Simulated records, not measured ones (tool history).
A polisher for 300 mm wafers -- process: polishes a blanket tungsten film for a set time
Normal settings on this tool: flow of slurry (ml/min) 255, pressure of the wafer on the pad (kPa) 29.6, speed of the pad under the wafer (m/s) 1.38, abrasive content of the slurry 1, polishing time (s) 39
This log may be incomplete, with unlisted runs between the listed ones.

run   hour  flow of slurry (ml/min)  pressure of the wafer on the pad (kPa)  speed of the pad under the wafer (m/s)  abrasive content of the slurry  polishing time (s)  incoming thickness of the incoming film, nm  film removed (nm)
  1      0                      255                                    29.6                                    1.38                               1                  39                                       1489.1              338.8
  2   34.3                      255                                    36.5                                    1.38                               1                  39                                       1468.3              410.7
  3   64.2                      255                                    36.5                                    1.38                               1                  39                                       1485.3              407.3
  4  158.1                      255                                    36.5                                    1.38                               1                  39                                       1496.1              397.3
  5  220.1                      255                                    29.6                                    1.38                               1                  39                                       1484.4              344.6
  6  246.2                      255                                    29.6                                    1.38                               1                  39                                         1506              342.9
  7  298.1                      255                                    29.6                                    1.38                               1                  39                                       1509.8              333.9
  8  351.9                      255                                    29.6                                    1.38                               1                  46                                       1506.8              390.1
  9  380.9                      170                                    29.6                                    1.38                             0.9                  45                                       1473.1              347.9
 10  440.5                      255                                    29.6                                    1.38                             0.7                  50                                       1501.8                385
 11  494.6                      255                                    29.6                                    1.38                               1                  39                                       1494.1              343.8
 12  521.5                      185                                    35.2                                    1.38                               1                  39                                       1472.9              391.9
 13  579.1                      255                                    36.5                                    1.38                               1                  39                                       1465.3              415.4
 14  640.5                      255                                    29.6                                     1.1                             0.7                  39                                       1484.4              242.7
 15  676.9                      285                                    23.4                                    1.38                               1                  39                                       1494.6              260.9
 16  730.5                      180                                    37.2                                    1.38                             1.1                  46                                       1477.6                490
 17  793.4                      255                                    29.6                                    1.12                            0.85                  30                                       1488.5              199.3

Between the runs listed above, the log contained 15 entries, not reproduced here. Where in the sequence does each belong, and how does what the log doesn't record of the tool's condition differ from the listed run before to the listed run after?
In the gap between runs 3 and 4: slurry tank refilled with fresh slurry and peroxide (hour 91.4); worn pad replaced by a new one (hour 132.7)
  abrasive missing from the slurry, %: 16 -> 25.6
  measured value less the no-hidden-state value, film removed (nm): -17.6 -> -29.3
In the gap between runs 4 and 5: slurry blender recalibrated (hour 209.5)
  abrasive missing from the slurry, %: 25.6 -> 1.4
  measured value less the no-hidden-state value, film removed (nm): -29.3 -> -1.2
In the gap between runs 6 and 7: slurry tank refilled with fresh slurry and peroxide (hour 253.9); worn pad replaced by a new one (hour 295.1)
  abrasive missing from the slurry, %: 4.05 -> 9.34
  measured value less the no-hidden-state value, film removed (nm): -3.4 -> -8.1
In the gap between runs 8 and 9: slurry nozzle cleaned (hour 379.9)
  abrasive missing from the slurry, %: 14.8 -> 17.8
  measured value less the no-hidden-state value, film removed (nm): -15.5 -> -16.7
In the gap between runs 9 and 10: slurry tank refilled with fresh slurry and peroxide (hour 412.3); worn pad replaced by a new one (hour 437)
  abrasive missing from the slurry, %: 17.8 -> 23.8
  measured value less the no-hidden-state value, film removed (nm): -16.7 -> -25.1
In the gap between runs 10 and 11: slurry blender recalibrated (hour 469.9); head pressure recalibrated (hour 484.7)
  abrasive missing from the slurry, %: 23.8 -> 3.15
  measured value less the no-hidden-state value, film removed (nm): -25.1 -> -2.7
In the gap between runs 12 and 13: slurry tank refilled with fresh slurry and peroxide (hour 568)
  abrasive missing from the slurry, %: 5.89 -> 11.8
  measured value less the no-hidden-state value, film removed (nm): -5.8 -> -12.8
In the gap between runs 13 and 14: worn pad replaced by a new one (hour 611.3)
  abrasive missing from the slurry, %: 11.8 -> 18
  measured value less the no-hidden-state value, film removed (nm): -12.8 -> -11.5
In the gap between runs 15 and 16: slurry blender recalibrated (hour 709)
  abrasive missing from the slurry, %: 21.7 -> 6.44
  measured value less the no-hidden-state value, film removed (nm): -15.8 -> -8.1
In the gap between runs 16 and 17: slurry tank refilled with fresh slurry and peroxide (hour 737.8); worn pad replaced by a new one (hour 788.4)
  abrasive missing from the slurry, %: 6.44 -> 12.8
  measured value less the no-hidden-state value, film removed (nm): -8.1 -> -6.6
